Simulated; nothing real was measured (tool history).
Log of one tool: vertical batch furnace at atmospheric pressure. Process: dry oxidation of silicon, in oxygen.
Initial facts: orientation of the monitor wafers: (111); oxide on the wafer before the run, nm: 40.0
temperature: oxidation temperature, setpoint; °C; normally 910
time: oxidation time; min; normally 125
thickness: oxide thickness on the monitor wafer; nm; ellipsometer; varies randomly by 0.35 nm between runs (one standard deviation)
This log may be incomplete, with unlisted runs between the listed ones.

| run | hour | temperature | time | wafers since the last listed run | hours since the last temperature calibration | hours since the boat lift was adjusted | hours since the gauge calibration | read-back reference wafer on the same gauge, thickness | thickness |
|---|---|---|---|---|---|---|---|---|---|
| 1 | 0 | 910 | 125 | 0 | 2715.6 | 980.7 | 381.3 | 74.25 | 76.06 |
| 2 | 80.7 | 910 | 125 | 904 | 2796.3 | 1061.4 | 462 | 74.05 | 75.71 |
| 3 | 165.6 | 924 | 125 | 951 | 2881.2 | 1146.3 | 546.9 | 74.02 | 83.06 |
| 4 | 212 | 910 | 125 | 520 | 2927.6 | 1192.7 | 593.3 | 73.84 | 76.18 |
| 5 | 278.3 | 910 | 125 | 743 | 2993.9 | 1259 | 659.6 | 73.95 | 76.09 |
| 6 | 360.7 | 910 | 166.5 | 923 | 3076.3 | 1341.4 | 742 | 73.86 | 85.6 |
| 7 | 466.9 | 910 | 166.5 | 1190 | 3182.5 | 1447.6 | 848.2 | 73.66 | 85.33 |
| 8 | 526.7 | 910 | 166.5 | 670 | 3242.3 | 1507.4 | 908 | 73.79 | 86.27 |
| 9 | 570.2 | 916 | 125 | 487 | 3285.8 | 1550.9 | 951.5 | 73.7 | 78.62 |
| 10 | 626.5 | 910 | 78 | 631 | 3342.1 | 1607.2 | 1007.8 | 73.61 | 63.36 |
|  | 683.3 | gauge calibrated |
| 11 | 699.4 | 927 | 91.5 | 817 | 3415 | 1680.1 | 16.1 | 75.3 | 74.81 |
| 12 | 764.5 | 927 | 91.5 | 729 | 3480.1 | 1745.2 | 81.2 | 75.01 | 74.54 |
| 13 | 857.8 | 910 | 125 | 1045 | 3573.4 | 1838.5 | 174.5 | 74.82 | 76.94 |
|  | 902 | thermocouples replaced and temperature profile calibrated |
| 14 | 907.3 | 910 | 125 | 285 | 5.3 | 1888 | 224 | 74.63 | 76.6 |
| 15 | 949.4 | 910 | 125 | 471 | 47.4 | 1930.1 | 266.1 | 74.45 | 77.02 |
| 16 | 995.6 | 910 | 125 | 517 | 93.6 | 1976.3 | 312.3 | 74.27 | 76.36 |
| 17 | 1098.8 | 935 | 185 | 1156 | 196.8 | 2079.5 | 415.5 | 74.16 | 106.6 |
| 18 | 1365.5 | 927 | 159.5 | 2989 | 463.5 | 2346.2 | 682.2 | 73.89 | 94.83 |
| 19 | 1411.1 | 925 | 102 | 511 | 509.1 | 2391.8 | 727.8 | 73.93 | 75.78 |
| 20 | 1468.2 | 930 | 91 | 640 | 566.2 | 2448.9 | 784.9 | 73.74 | 74.63 |
|  | 1511.8 | boat lift adjusted |
| 21 | 1512.3 | 910 | 125 | 225 | 610.3 | 0.5 | 829 | 73.83 | 75.94 |
| 22 | 1573.2 | 910 | 125 | 682 | 671.2 | 61.4 | 889.9 | 73.68 | 75.55 |

Run 23 has not been measured yet. What should we expect?
| 23 | 1664.8 | 920 | 75.5 | 1026 | 762.8 | 153 | 981.5 | ? | ? |

{"run 23": {"read-back reference wafer on the same gauge, thickness": 73.68, "thickness": 66.85}}
If the tool had no hidden condition, the same run with the same run-to-run variation would have returned thickness 68.26 nm.

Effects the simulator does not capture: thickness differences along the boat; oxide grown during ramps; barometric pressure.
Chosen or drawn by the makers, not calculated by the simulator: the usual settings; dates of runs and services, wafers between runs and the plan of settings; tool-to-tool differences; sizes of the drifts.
